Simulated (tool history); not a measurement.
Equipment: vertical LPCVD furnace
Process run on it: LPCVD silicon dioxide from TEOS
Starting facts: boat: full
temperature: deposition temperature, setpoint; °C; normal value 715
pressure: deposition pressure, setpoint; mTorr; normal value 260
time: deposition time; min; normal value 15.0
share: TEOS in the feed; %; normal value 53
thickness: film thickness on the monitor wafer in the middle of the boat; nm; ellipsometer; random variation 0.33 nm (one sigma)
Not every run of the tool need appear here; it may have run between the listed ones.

run,hour,temperature,pressure,time,share,wafers since the last listed run,hours since the last temperature calibration,hours since the pressure gauge was zeroed,hours since the TEOS flow controller was replaced,hours since the gauge calibration,"read-back reference wafer on the same gauge, thickness",thickness
1,0.0,715,260,15.0,53,0,3817.8,4082.2,1637.1,244.1,118.95,137.81
2,9.4,715,260,15.0,53,112,3827.2,4091.6,1646.5,253.5,119.03,136.92
3,29.3,715,260,15.0,58,238,3847.1,4111.5,1666.4,273.4,119.06,143.17
# hour 40.2: gauge calibrated
4,49.4,715,260,15.0,53,241,3867.2,4131.6,1686.5,9.2,118.93,137.51
5,95.2,715,260,15.0,53,550,3913.0,4177.4,1732.3,55.0,118.90,137.41
# hour 129.8: thermocouples replaced and temperature profile calibrated
# hour 138.6: pressure gauge zeroed
6,154.2,715,260,15.0,53,314,24.4,15.6,1791.3,114.0,119.07,145.52
# hour 197.1: TEOS flow controller replaced
7,197.6,715,260,15.0,53,232,67.8,59.0,0.5,157.4,118.97,145.61
8,202.5,715,260,15.0,53,58,72.7,63.9,5.4,162.3,118.95,145.51
9,207.4,715,260,15.0,53,58,77.6,68.8,10.3,167.2,118.89,144.64
10,212.3,724,260,15.0,53,58,82.5,73.7,15.2,172.1,119.09,176.76
11,217.2,715,260,15.0,53,58,87.4,78.6,20.1,177.0,119.00,145.31
# hour 247.0: thermocouples replaced and temperature profile calibrated, repeated, since the last time left the tool worse
12,247.5,715,260,10.0,53,75,0.5,108.9,50.4,207.3,119.00,85.88
13,252.4,711,285,11.0,45,58,5.4,113.8,55.3,212.2,119.01,83.80
14,257.3,715,260,15.0,50,58,10.3,118.7,60.2,217.1,119.03,125.77
15,264.2,706,210,11.5,49,82,17.2,125.6,67.1,224.0,119.00,69.79
16,273.5,715,260,15.0,53,111,26.5,134.9,76.4,233.3,118.96,129.63
17,280.5,707,260,18.0,49,84,33.5,141.9,83.4,240.3,119.03,124.60

Estimate the outcome of run 18 from the log above:
18,290.3,715,260,15.0,56,117,43.3,151.7,93.2,250.1,?,?

Run 18 measured read-back reference wafer on the same gauge, thickness 118.87, thickness 133.07 nm.
Had the tool carried no hidden state, the very same run would have given thickness 132.87 nm.

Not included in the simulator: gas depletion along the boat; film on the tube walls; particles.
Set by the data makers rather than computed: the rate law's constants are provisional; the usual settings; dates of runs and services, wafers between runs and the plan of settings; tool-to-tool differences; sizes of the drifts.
